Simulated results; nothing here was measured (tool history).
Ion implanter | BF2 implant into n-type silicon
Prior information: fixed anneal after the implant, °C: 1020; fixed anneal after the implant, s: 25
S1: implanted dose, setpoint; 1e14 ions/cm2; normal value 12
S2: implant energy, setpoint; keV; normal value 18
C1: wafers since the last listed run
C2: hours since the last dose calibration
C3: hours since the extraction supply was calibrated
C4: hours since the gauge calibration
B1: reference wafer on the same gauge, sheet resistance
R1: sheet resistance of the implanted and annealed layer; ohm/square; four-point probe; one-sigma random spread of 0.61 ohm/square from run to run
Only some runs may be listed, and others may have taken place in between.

run 1 hour=0 | S1=9.52 S2=18 | C1=0 C2=1168.9 C3=1408.9 C4=1341.5 | B1=158.97 | R1=193.29
run 2 hour=63.1 | S1=9.52 S2=18 | C1=738 C2=1232 C3=1472 C4=1404.6 | B1=158.98 | R1=194.44
run 3 hour=102.8 | S1=10.85 S2=18 | C1=464 C2=1271.7 C3=1511.7 C4=1444.3 | B1=159.01 | R1=183.37
run 4 hour=148.3 | S1=10.85 S2=18 | C1=532 C2=1317.2 C3=1557.2 C4=1489.8 | B1=159.04 | R1=182.07
run 5 hour=252.1 | S1=12 S2=18 | C1=1214 C2=1421 C3=1661 C4=1593.6 | B1=159.11 | R1=175.95
run 6 hour=352 | S1=12 S2=18 | C1=1169 C2=1520.9 C3=1760.9 C4=1693.5 | B1=159.04 | R1=175.75
run 7 hour=446 | S1=12 S2=23 | C1=1100 C2=1614.9 C3=1854.9 C4=1787.5 | B1=159.01 | R1=163.19
run 8 hour=486.3 | S1=10.43 S2=18 | C1=471 C2=1655.2 C3=1895.2 C4=1827.8 | B1=158.99 | R1=186.46
run 9 hour=561.5 | S1=10.43 S2=18 | C1=880 C2=1730.4 C3=1970.4 C4=1903 | B1=158.95 | R1=186.43
run 10 hour=599.2 | S1=10.43 S2=18 | C1=441 C2=1768.1 C3=2008.1 C4=1940.7 | B1=159.04 | R1=187.2
run 11 hour=697.8 | S1=12 S2=18 | C1=1154 C2=1866.7 C3=2106.7 C4=2039.3 | B1=158.98 | R1=177.7
run 12 hour=735.8 | S1=12 S2=18 | C1=444 C2=1904.7 C3=2144.7 C4=2077.3 | B1=159.11 | R1=178.06
run 13 hour=888.2 | S1=12 S2=18 | C1=1783 C2=2057.1 C3=2297.1 C4=2229.7 | B1=158.98 | R1=178.79
run 14 hour=937.6 | S1=9.81 S2=18 | C1=578 C2=2106.5 C3=2346.5 C4=2279.1 | B1=159 | R1=193.5
-- hour=971 gauge calibrated
run 15 hour=978.9 | S1=9.81 S2=18 | C1=483 C2=2147.8 C3=2387.8 C4=7.9 | B1=158.86 | R1=193.69
run 16 hour=1056.2 | S1=8.59 S2=18 | C1=904 C2=2225.1 C3=2465.1 C4=85.2 | B1=158.92 | R1=207.29
run 17 hour=1164.1 | S1=11.1 S2=12 | C1=1262 C2=2333 C3=2573 C4=193.1 | B1=158.94 | R1=205.4
run 18 hour=1236 | S1=10.85 S2=18 | C1=841 C2=2404.9 C3=2644.9 C4=265 | B1=159.02 | R1=184.94
run 19 hour=1304.8 | S1=12 S2=18 | C1=805 C2=2473.7 C3=2713.7 C4=333.8 | B1=159.01 | R1=178.22
-- hour=1339.9 Faraday cup replaced and dose calibrated
run 20 hour=1361.3 | S1=12.96 S2=18 | C1=567 C2=21.4 C3=2770.2 C4=390.3 | B1=159.03 | R1=171.27
run 21 hour=1411.4 | S1=10.39 S2=13.5 | C1=586 C2=71.5 C3=2820.3 C4=440.4 | B1=159.06 | R1=202.79
run 22 hour=1501.3 | S1=8.61 S2=22 | C1=1052 C2=161.4 C3=2910.2 C4=530.3 | B1=158.89 | R1=191.09
run 23 hour=1587.1 | S1=14.46 S2=12 | C1=1004 C2=247.2 C3=2996 C4=616.1 | B1=159.05 | R1=186.88
-- hour=1609.8 extraction supply calibrated
run 24 hour=1644.8 | S1=12 S2=18 | C1=581 C2=304.9 C3=35 C4=673.8 | B1=159.06 | R1=174.89
run 25 hour=1733.3 | S1=14.02 S2=12 | C1=1035 C2=393.4 C3=123.5 C4=762.3 | B1=158.95 | R1=189.71
run 26 hour=1799.9 | S1=14.23 S2=21 | C1=779 C2=460 C3=190.1 C4=828.9 | B1=158.95 | R1=160.67
run 27 hour=1887.2 | S1=12.92 S2=13.5 | C1=1021 C2=547.3 C3=277.4 C4=916.2 | B1=159.22 | R1=186
run 28 hour=1956.2 | S1=14.41 S2=15.5 | C1=807 C2=616.3 C3=346.4 C4=985.2 | B1=159.03 | R1=173.59
run 29 hour=2032.1 | S1=8.45 S2=15.5 | C1=888 C2=692.2 C3=422.3 C4=1061.1 | B1=159.06 | R1=213.76
run 30 hour=2106.1 | S1=12.92 S2=13.5 | C1=866 C2=766.2 C3=496.3 C4=1135.1 | B1=158.98 | R1=186.76
run 31 hour=2162.2 | S1=12 S2=18 | C1=656 C2=822.3 C3=552.4 C4=1191.2 | B1=158.94 | R1=175.93

Selected run-to-run steps in R1, each split into two signed amounts: the part the tool would show with no hidden state at all (from settings, incoming material and random variation), and the remainder, which goes to the hidden state together with any gauge scatter not common to the measured and the hidden-state-free results:
Hidden state at play: deviation of the true dose from the Faraday cup's reading, %; deviation of the true energy from its setpoint, %; gauge reads high (%).
Run 13 -> 14: S1 12 -> 9.81. R1 +14.71 ohm/square: hidden state +1.25, all else +13.46.
Run 15 -> 16: S1 9.81 -> 8.59. R1 +13.6 ohm/square: hidden state +1.23, all else +12.37.
Run 19 -> 20: S1 12 -> 12.96, Faraday cup replaced and dose calibrated. R1 -6.95 ohm/square: hidden state -3.24, all else -3.71.
Run 20 -> 21: S1 12.96 -> 10.39, S2 18 -> 13.5. R1 +31.52 ohm/square: hidden state +0.12, all else +31.4.
Run 25 -> 26: S1 14.02 -> 14.23, S2 12 -> 21. R1 -29.04 ohm/square: hidden state +0.02, all else -29.06.
Run 28 -> 29: S1 14.41 -> 8.45. R1 +40.17 ohm/square: hidden state +0.64, all else +39.53.
